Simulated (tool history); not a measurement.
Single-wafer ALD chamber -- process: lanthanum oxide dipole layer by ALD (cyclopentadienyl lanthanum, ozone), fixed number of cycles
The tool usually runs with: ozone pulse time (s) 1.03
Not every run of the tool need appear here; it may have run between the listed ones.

run	hour	ozone pulse time (s)	read-back reference wafer on the same gauge, thickness_nm	mean film thickness on the monitor wafer (Å)
1	0	1.03	0.462	4.87
2	23	1.03	0.463	4.87
3	43.7	1.03	0.462	4.84
4	59.8	1.31	0.461	5.33
5	79.5	1.31	0.463	5.34
6	109.2	1.31	0.463	5.3
7	139.8	1.03	0.462	4.83
8	172.5	1.27	0.462	5.22
9	190.4	1.03	0.461	4.78
10	211.5	1.03	0.462	4.77
11	236.4	1.03	0.462	4.76
12	343.6	1.03	0.462	4.73
13	356.1	0.93	0.461	4.43
# hour 384.2: thermocouple changed; heater temperature recalibrated
14	384.7	1.22	0.462	5.16
15	404.8	1.03	0.462	4.73
16	417.4	1.26	0.463	5.17
# hour 420.2: gauge calibrated
17	444.3	0.88	0.462	4.19
18	465.1	0.82	0.463	3.9
# hour 479.2: ozone generator serviced
19	485.7	0.75	0.462	3.75
20	521	1.42	0.462	5.44
21	548.5	1.15	0.462	5.09
# hour 560.6: showerhead replaced
22	567.8	1.31	0.462	5.33
23	599.3	0.67	0.462	3.03
24	622.3	1.42	0.463	5.35
25	651.9	1.03	0.463	4.78
26	671.1	0.73	0.462	3.45
27	693.3	1.03	0.463	4.76
28	710.5	1.19	0.463	5.06
29	724.3	0.83	0.461	3.98

5 ways to go on from here, each from the tool as it stands after run 29. What would each give?
A	724.7	1.03	?	?
B	724.7	1.32	?	?
C	724.7	0.71	?	?
D	724.7	0.87	?	?
E	724.7	0.77	?	?

run	read-back reference wafer on the same gauge, thickness_nm	mean film thickness on the monitor wafer (Å)
A	0.462	4.74
B	0.462	5.27
C	0.462	3.27
D	0.462	4.18
E	0.462	3.66
The same runs, with their run-to-run variation unchanged, on a tool lacking any hidden condition would have given:
run	mean film thickness on the monitor wafer (Å)
A	4.93
B	5.38
C	3.51
D	4.41
E	3.91
